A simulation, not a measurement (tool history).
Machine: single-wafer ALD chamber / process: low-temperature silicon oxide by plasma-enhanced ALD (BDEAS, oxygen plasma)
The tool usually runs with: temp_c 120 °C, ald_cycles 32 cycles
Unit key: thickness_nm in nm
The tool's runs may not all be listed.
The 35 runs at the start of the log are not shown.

run	hour	temp_c	ald_cycles	wafers since the last listed run	hours since the last thermocouple change	hours since the gauge calibration	read-back reference wafer on the same gauge, thickness_nm	thickness_nm
36	2508.2	127	32	183	771.6	368.0	4.121	3.987
37	2587.5	131	36	387	850.9	447.3	4.119	4.427
38	2628.2	120	32	199	891.6	488.0	4.121	4.044
39	2730.0	133	35	498	993.4	589.8	4.118	4.277
40	2826.7	108	36	473	1090.1	686.5	4.119	4.668
41	2899.6	120	27	356	1163.0	759.4	4.120	3.403
42	2987.4	120	32	429	1250.8	847.2	4.116	4.027
43	3050.5	126	26	308	1313.9	910.3	4.117	3.234
44	3116.6	127	29	323	1380.0	976.4	4.118	3.607
45	3163.2	120	28	228	1426.6	1023.0	4.122	3.512

Below are 4 alternative next runs, each starting from the tool's condition after run 45. Predict each:
A	3163.7	105	32	2	1427.1	1023.5	?	?
B	3163.7	126	28	2	1427.1	1023.5	?	?
C	3163.7	124	26	2	1427.1	1023.5	?	?
D	3163.7	120	35	2	1427.1	1023.5	?	?

run	read-back reference wafer on the same gauge, thickness_nm	thickness_nm
A	4.120	4.152
B	4.120	3.475
C	4.120	3.240
D	4.120	4.400
Take away the tool's hidden state, keep each run's random variation, and the runs would have read:
run	thickness_nm
A	4.177
B	3.496
C	3.260
D	4.427

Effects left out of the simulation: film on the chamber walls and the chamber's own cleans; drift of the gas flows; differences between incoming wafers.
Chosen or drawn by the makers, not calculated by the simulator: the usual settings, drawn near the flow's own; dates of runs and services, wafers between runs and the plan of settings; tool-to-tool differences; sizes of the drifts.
